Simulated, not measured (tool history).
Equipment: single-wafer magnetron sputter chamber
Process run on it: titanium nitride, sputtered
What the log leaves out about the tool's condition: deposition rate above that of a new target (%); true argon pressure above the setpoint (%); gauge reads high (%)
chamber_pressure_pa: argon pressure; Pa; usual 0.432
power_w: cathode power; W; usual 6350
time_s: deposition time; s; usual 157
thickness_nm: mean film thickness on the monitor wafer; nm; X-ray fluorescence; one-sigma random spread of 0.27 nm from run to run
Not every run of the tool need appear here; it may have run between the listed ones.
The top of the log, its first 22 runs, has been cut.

run   hour  chamber_pressure_pa  power_w  time_s  wafers since the last listed run  wafers on the sputter target  hours since the last manometer calibration  hours since the magnet pack was replaced  hours since the gauge calibration  read-back reference wafer on the same gauge, thickness_nm  thickness_nm
 23  326.9                0.432     4950     132                                70                           202                                        12.4                                     108.7                              163.2                                                    149.019       111.616
 24  337.0                0.432     6350     133                                69                           272                                        22.5                                     118.8                              173.3                                                    149.007       144.221
 25  348.5                0.386     6350     157                                79                           351                                        34.0                                     130.3                              184.8                                                    148.969       172.493
 26  355.7                0.432     6350     157                                49                           401                                        41.2                                     137.5                              192.0                                                    149.000       170.088
 27  372.0                0.432     7000     148                               112                           513                                        57.5                                     153.8                              208.3                                                    149.008       176.445
 28  381.3                0.432     6350     157                                64                           577                                        66.8                                     163.1                              217.6                                                    148.982       169.477
 29  394.9                0.587     5300     136                                93                           671                                        80.4                                     176.7                              231.2                                                    148.991       117.480
 30  401.3                0.353     5600     168                                44                           715                                        86.8                                     183.1                              237.6                                                    148.997       163.697
 31  417.6                0.432     5600     157                               112                           827                                       103.1                                     199.4                              253.9                                                    149.010       149.114
 32  426.8                0.535     7300     186                                63                           890                                       112.3                                     208.6                              263.1                                                    148.978       224.053
 33  480.7                0.490     5250     133                               371                          1261                                       166.2                                     262.5                              317.0                                                    149.032       116.547

The next listed run, before its measurement:
 34  487.2                0.549     6750     157                                44                          1306                                       172.7                                     269.0                              323.5                                                          ?             ?

Run 34 measured read-back reference wafer on the same gauge, thickness_nm 148.975, thickness_nm 173.782 nm.
The same run, on a tool lacking any hidden state, would have yielded thickness_nm 176.227 nm.
